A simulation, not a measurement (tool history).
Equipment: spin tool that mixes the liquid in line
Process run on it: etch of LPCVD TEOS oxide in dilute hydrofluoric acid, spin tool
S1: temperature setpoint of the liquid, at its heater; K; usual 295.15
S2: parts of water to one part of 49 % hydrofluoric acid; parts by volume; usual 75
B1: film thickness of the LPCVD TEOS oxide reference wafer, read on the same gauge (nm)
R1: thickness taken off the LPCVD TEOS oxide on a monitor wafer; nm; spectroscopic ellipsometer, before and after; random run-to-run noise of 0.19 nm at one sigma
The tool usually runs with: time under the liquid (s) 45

run 1 hour=0.0 | S1=295.15 S2=75 time_under_the_liquid_(s)=45 | B1=99.98 | R1=21.78
run 2 hour=55.1 | S1=295.15 S2=75 time_under_the_liquid_(s)=45 | B1=100.01 | R1=21.48
run 3 hour=152.1 | S1=295.15 S2=75 time_under_the_liquid_(s)=45 | B1=99.99 | R1=21.93
run 4 hour=243.3 | S1=295.15 S2=90 time_under_the_liquid_(s)=45 | B1=99.99 | R1=17.71
-- hour=323.6 hydrofluoric acid flow meter replaced
run 5 hour=342.5 | S1=295.15 S2=90 time_under_the_liquid_(s)=45 | B1=100.03 | R1=17.48
run 6 hour=414.9 | S1=295.15 S2=90 time_under_the_liquid_(s)=45 | B1=100.01 | R1=17.44
run 7 hour=475.6 | S1=295.15 S2=75 time_under_the_liquid_(s)=45 | B1=99.99 | R1=21.58
-- hour=561.5 gauge calibrated
run 8 hour=575.8 | S1=291.15 S2=50 time_under_the_liquid_(s)=30 | B1=99.97 | R1=18.97
run 9 hour=634.5 | S1=295.15 S2=75 time_under_the_liquid_(s)=60 | B1=99.97 | R1=29.39
-- hour=675.1 thermometer replaced
run 10 hour=683.3 | S1=297.15 S2=55 time_under_the_liquid_(s)=35 | B1=99.99 | R1=25.57
run 11 hour=775.1 | S1=298.65 S2=75 time_under_the_liquid_(s)=45 | B1=99.99 | R1=24.97
run 12 hour=841.8 | S1=295.15 S2=90 time_under_the_liquid_(s)=45 | B1=99.98 | R1=17.73
run 13 hour=879.5 | S1=299.65 S2=45 time_under_the_liquid_(s)=45 | B1=99.98 | R1=44.62
run 14 hour=983.4 | S1=296.65 S2=100 time_under_the_liquid_(s)=35 | B1=100.00 | R1=13.09
run 15 hour=1078.1 | S1=291.15 S2=50 time_under_the_liquid_(s)=30 | B1=100.00 | R1=18.83

Here are 5 independent what-if runs from the current tool condition. What would each one return?
run A hour=1078.5 | S1=295.15 S2=60 time_under_the_liquid_(s)=45 | B1=? | R1=?
run B hour=1078.5 | S1=293.15 S2=45 time_under_the_liquid_(s)=45 | B1=? | R1=?
run C hour=1078.5 | S1=293.15 S2=85 time_under_the_liquid_(s)=30 | B1=? | R1=?
run D hour=1078.5 | S1=295.15 S2=35 time_under_the_liquid_(s)=45 | B1=? | R1=?
run E hour=1078.5 | S1=290.65 S2=90 time_under_the_liquid_(s)=50 | B1=? | R1=?

run=A B1=99.96 R1=27.56
run=B B1=99.96 R1=34.41
run=C B1=99.96 R1=11.59
run=D B1=99.96 R1=48.77
run=E B1=99.96 R1=16.34
Without the tool's unlogged condition, the same runs would have read:
run=A R1=27.56
run=B R1=34.41
run=C R1=11.59
run=D R1=48.77
run=E R1=16.34
